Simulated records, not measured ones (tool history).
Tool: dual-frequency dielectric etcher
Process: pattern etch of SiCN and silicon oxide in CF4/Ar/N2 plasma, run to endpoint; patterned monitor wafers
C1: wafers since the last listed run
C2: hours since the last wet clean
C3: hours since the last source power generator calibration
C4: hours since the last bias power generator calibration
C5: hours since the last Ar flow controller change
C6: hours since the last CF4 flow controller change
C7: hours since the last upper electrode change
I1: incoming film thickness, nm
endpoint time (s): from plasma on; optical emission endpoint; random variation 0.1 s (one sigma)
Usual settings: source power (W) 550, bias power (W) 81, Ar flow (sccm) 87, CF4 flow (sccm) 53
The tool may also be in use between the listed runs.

Run 1, hour 0: usual settings but source power (W) 580; C1 0; C2 181.2; C3 3877.2; C4 2760.3; C5 3097; C6 1843; C7 1598.4; I1 17.91. Result: endpoint time (s) 16.2.
Run 2, hour 95.8: usual settings; C1 1255; C2 277; C3 3973; C4 2856.1; C5 3192.8; C6 1938.8; C7 1694.2; I1 17.5. Result: endpoint time (s) 16.3.
At hour 152.5: source power generator calibrated.
Run 3, hour 184.9: usual settings; C1 1115; C2 366.1; C3 32.4; C4 2945.2; C5 3281.9; C6 2027.9; C7 1783.3; I1 17.97. Result: endpoint time (s) 16.2.
Run 4, hour 254.1: usual settings; C1 907; C2 435.3; C3 101.6; C4 3014.4; C5 3351.1; C6 2097.1; C7 1852.5; I1 17.86. Result: endpoint time (s) 16.2.
At hour 332.4: wet clean of the chamber.
Run 5, hour 332.9: usual settings; C1 718; C2 0.5; C3 180.4; C4 3093.2; C5 3429.9; C6 2175.9; C7 1931.3; I1 17.98. Result: endpoint time (s) 16.6.
Run 6, hour 378.2: usual settings; C1 593; C2 45.8; C3 225.7; C4 3138.5; C5 3475.2; C6 2221.2; C7 1976.6; I1 17.78. Result: endpoint time (s) 16.4.
Run 7, hour 463.5: usual settings but bias power (W) 89, Ar flow (sccm) 94; C1 1118; C2 131.1; C3 311; C4 3223.8; C5 3560.5; C6 2306.5; C7 2061.9; I1 17.8. Result: endpoint time (s) 16.3.
Run 8, hour 506.3: usual settings; C1 561; C2 173.9; C3 353.8; C4 3266.6; C5 3603.3; C6 2349.3; C7 2104.7; I1 17.57. Result: endpoint time (s) 16.1.
Run 9, hour 560.8: usual settings but Ar flow (sccm) 97, CF4 flow (sccm) 46; C1 714; C2 228.4; C3 408.3; C4 3321.1; C5 3657.8; C6 2403.8; C7 2159.2; I1 17.9. Result: endpoint time (s) 16.8.
At hour 582.6: Ar flow controller replaced.
Run 10, hour 713.2: usual settings but source power (W) 670, Ar flow (sccm) 76, CF4 flow (sccm) 61; C1 1919; C2 380.8; C3 560.7; C4 3473.5; C5 130.6; C6 2556.2; C7 2311.6; I1 17.8. Result: endpoint time (s) 12.9.
Run 11, hour 778.1: usual settings but bias power (W) 97; C1 850; C2 445.7; C3 625.6; C4 3538.4; C5 195.5; C6 2621.1; C7 2376.5; I1 17.87. Result: endpoint time (s) 15.5.
At hour 810: wet clean of the chamber.
At hour 836.8: upper electrode replaced.
Run 12, hour 837.3: usual settings but source power (W) 450, bias power (W) 65, Ar flow (sccm) 69, CF4 flow (sccm) 62; C1 146; C2 27.3; C3 684.8; C4 3597.6; C5 254.7; C6 2680.3; C7 0.5; I1 17.74. Result: endpoint time (s) 19.6.
Run 13, hour 861.4: usual settings; C1 315; C2 51.4; C3 708.9; C4 3621.7; C5 278.8; C6 2704.4; C7 24.6; I1 17.7. Result: endpoint time (s) 16.3.
At hour 886.9: CF4 flow controller replaced.
Run 14, hour 914.1: usual settings but bias power (W) 75, Ar flow (sccm) 97; C1 612; C2 104.1; C3 761.6; C4 3674.4; C5 331.5; C6 27.2; C7 77.3; I1 17.77. Result: endpoint time (s) 16.8.
Run 15, hour 971.5: usual settings; C1 752; C2 161.5; C3 819; C4 3731.8; C5 388.9; C6 84.6; C7 134.7; I1 17.93. Result: endpoint time (s) 16.3.
Run 16, hour 1029.6: usual settings but CF4 flow (sccm) 63; C1 761; C2 219.6; C3 877.1; C4 3789.9; C5 447; C6 142.7; C7 192.8; I1 17.67. Result: endpoint time (s) 15.8.
Run 17, hour 1114.6: usual settings; C1 1114; C2 304.6; C3 962.1; C4 3874.9; C5 532; C6 227.7; C7 277.8; I1 17.79. Result: endpoint time (s) 16.1.
At hour 1219.5: bias power generator calibrated.
Run 18, hour 1220: usual settings but source power (W) 500, bias power (W) 72, Ar flow (sccm) 106, CF4 flow (sccm) 62; C1 1329; C2 410; C3 1067.5; C4 0.5; C5 637.4; C6 333.1; C7 383.2; I1 17.61. Result: endpoint time (s) 17.7.
Run 19, hour 1308.4: usual settings; C1 1158; C2 498.4; C3 1155.9; C4 88.9; C5 725.8; C6 421.5; C7 471.6; I1 17.68. Result: endpoint time (s) 15.8.
At hour 1391.5: wet clean of the chamber.
Run 20, hour 1392: usual settings but Ar flow (sccm) 77, CF4 flow (sccm) 59; C1 781; C2 0.5; C3 1239.5; C4 172.5; C5 809.4; C6 505.1; C7 555.2; I1 17.9. Result: endpoint time (s) 16.3.
Run 21, hour 1494.2: usual settings but bias power (W) 64; C1 1339; C2 102.7; C3 1341.7; C4 274.7; C5 911.6; C6 607.3; C7 657.4; I1 17.76. Result: endpoint time (s) 17.3.
Run 22, hour 1589.7: usual settings but Ar flow (sccm) 101; C1 1251; C2 198.2; C3 1437.2; C4 370.2; C5 1007.1; C6 702.8; C7 752.9; I1 17.74. Result: endpoint time (s) 16.4.
Run 23, hour 1628.8: usual settings; C1 512; C2 237.3; C3 1476.3; C4 409.3; C5 1046.2; C6 741.9; C7 792; I1 17.79. Result: endpoint time (s) 16.4.
Run 24, hour 1718.9: usual settings but source power (W) 480, bias power (W) 91, Ar flow (sccm) 108; C1 1181; C2 327.4; C3 1566.4; C4 499.4; C5 1136.3; C6 832; C7 882.1; I1 17.88. Result: endpoint time (s) 18.4.
Run 25, hour 1808.5: usual settings but source power (W) 630, Ar flow (sccm) 65; C1 1174; C2 417; C3 1656; C4 589; C5 1225.9; C6 921.6; C7 971.7; I1 17.84. Result: endpoint time (s) 14.1.

What the log doesn't show, run by run:
bias power that arrives over what is set, %: 0 in every run
Ar flow that arrives over what is set, %: 0 in every run
CF4 flow that arrives over what is set, %: 0 in every run
H1: etch rate over this chamber's usual, %
H2: source power that arrives over what is set, %
run     H1      H2
  1    1.3    -4.2
  2   2.01   -4.43
  3   2.67  -0.674
  4   3.18  -0.677
  5  0.135  -0.684
  6   0.47  -0.689
  7    1.1  -0.703
  8   1.42  -0.712
  9   1.82  -0.724
 10   2.94  -0.769
 11   3.42  -0.793
 12  0.765  -0.817
 13  0.943  -0.827
 14   1.33   -0.85
 15   1.76  -0.878
 16   2.19  -0.908
 17   2.81  -0.956
 18   3.59   -1.02
 19   4.25   -1.08
 20  0.159   -1.14
 21  0.914   -1.22
 22   1.62    -1.3
 23   1.91   -1.34
 24   2.57   -1.42
 25   3.24   -1.51
